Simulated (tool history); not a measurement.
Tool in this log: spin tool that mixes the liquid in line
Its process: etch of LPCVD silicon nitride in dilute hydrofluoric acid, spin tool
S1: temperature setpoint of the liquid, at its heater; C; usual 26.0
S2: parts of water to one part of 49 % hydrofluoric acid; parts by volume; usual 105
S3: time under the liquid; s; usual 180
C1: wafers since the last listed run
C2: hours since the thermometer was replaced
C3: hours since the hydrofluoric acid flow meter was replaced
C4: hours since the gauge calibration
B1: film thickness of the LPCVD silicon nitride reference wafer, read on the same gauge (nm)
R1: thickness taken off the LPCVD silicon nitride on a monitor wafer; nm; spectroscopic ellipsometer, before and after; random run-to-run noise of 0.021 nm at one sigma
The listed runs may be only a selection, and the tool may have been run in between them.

run   hour    S1   S2   S3   C1      C2      C3     C4       B1     R1
  1    0.0  26.0  105  180    0  1494.5   838.1  299.4  110.005  1.057
       2.8  -- gauge calibrated
  2   25.8  27.5  105  180  108  1520.3   863.9   23.0  110.004  1.182
  3   47.1  26.0  105  180   89  1541.6   885.2   44.3  109.957  1.043
  4   64.4  26.0  105  180   72  1558.9   902.5   61.6  110.049  1.034
  5   77.2  26.0  105  180   53  1571.7   915.3   74.4  110.018  1.027
  6   97.9  26.0  105  180   87  1592.4   936.0   95.1  109.998  1.023
  7  110.4  26.0  105  180   52  1604.9   948.5  107.6  110.001  1.031
  8  131.2  26.0  105  180   87  1625.7   969.3  128.4  109.986  1.044
  9  148.1  26.0  105  180   71  1642.6   986.2  145.3  110.019  1.025
 10  163.2  26.0  105  180   63  1657.7  1001.3  160.4  109.994  0.997
     185.4  -- thermometer replaced
 11  196.6  26.0  105  180  136    11.2  1034.7  193.8  109.957  1.057
 12  212.1  24.0   75  275   65    26.7  1050.2  209.3  110.004  1.962
 13  230.8  26.0   80  180   78    45.4  1068.9  228.0  109.964  1.300
 14  316.6  26.0  145  180  361   131.2  1154.7  313.8  110.007  0.769
     324.1  -- gauge calibrated
     324.2  -- hydrofluoric acid flow meter replaced
 15  338.1  24.5  105  180   86   152.7    13.9   14.0  110.011  0.956
 16  360.1  26.0  105  180   92   174.7    35.9   36.0  110.000  1.034
 17  395.5  26.0  105  110  149   210.1    71.3   71.4  110.011  0.634
 18  431.1  26.0   60  240  149   245.7   106.9  107.0  110.012  2.453
 19  444.4  27.5  140  215   56   259.0   120.2  120.3  110.023  1.003
 20  476.8  26.0  105   90  136   291.4   152.6  152.7  109.955  0.539
 21  507.9  21.0  135  180  130   322.5   183.7  183.8  110.037  0.581
 22  537.6  27.5  105  180  125   352.2   213.4  213.5  109.978  1.171
 23  572.1  31.0  150   95  145   386.7   247.9  248.0  110.012  0.525

What if the next run were any one of these 4? Each begins from the tool's condition after run 23:
  A  572.6  26.0  135  180   2  387.2  248.4  248.5   ?   ?
  B  572.6  26.0   70  180   2  387.2  248.4  248.5   ?   ?
  C  572.6  30.5  105  180   2  387.2  248.4  248.5   ?   ?
  D  572.6  28.0   60  180   2  387.2  248.4  248.5   ?   ?

run       B1     R1
  A  109.985  0.827
  B  109.985  1.587
  C  109.985  1.413
  D  109.985  2.106
Take away the tool's hidden state, keep each run's random variation, and the runs would have read:
run     R1
  A  0.827
  B  1.587
  C  1.413
  D  2.106
